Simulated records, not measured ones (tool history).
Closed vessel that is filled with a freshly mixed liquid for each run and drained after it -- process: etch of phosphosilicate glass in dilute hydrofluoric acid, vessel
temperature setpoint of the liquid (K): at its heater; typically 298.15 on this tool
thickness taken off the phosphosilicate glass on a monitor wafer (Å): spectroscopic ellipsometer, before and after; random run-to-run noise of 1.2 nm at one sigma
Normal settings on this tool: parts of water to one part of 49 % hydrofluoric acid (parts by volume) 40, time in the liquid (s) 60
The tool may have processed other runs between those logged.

run	hour	temperature setpoint of the liquid (K)	parts of water to one part of 49 % hydrofluoric acid (parts by volume)	time in the liquid (s)	read-back film thickness of the phosphosilicate glass reference wafer, read on the same gauge (nm)	thickness taken off the phosphosilicate glass on a monitor wafer (Å)
1	0	298.15	40	60	90.01	1564.9
2	47.3	298.15	40	60	89.98	1583.4
3	114.9	298.15	40	60	90.04	1599.4
4	175.1	297.15	40	60	90.01	1539.5
5	203.4	298.15	40	60	90.01	1584.1
6	269.5	298.15	40	40	90.02	1069.6
7	307	298.15	40	40	89.98	1073.2
# hour 312.1: thermometer replaced
# hour 316.4: gauge calibrated
8	375.4	298.15	45	60	89.94	1281.7
9	427.9	293.15	40	35	90.06	691.6
10	467.5	302.15	55	60	90	1239.8
11	507.8	298.15	40	40	90.01	991.7

Run 12, settings as shown, results not yet in. Your forecast:
12	561.8	298.15	40	60	?	?

Run 12 produced read-back film thickness of the phosphosilicate glass reference wafer, read on the same gauge (nm) 90.01, thickness taken off the phosphosilicate glass on a monitor wafer (Å) 1465.6.
Had the tool carried no hidden state, the very same run would have given thickness taken off the phosphosilicate glass on a monitor wafer (Å) 1429.4.
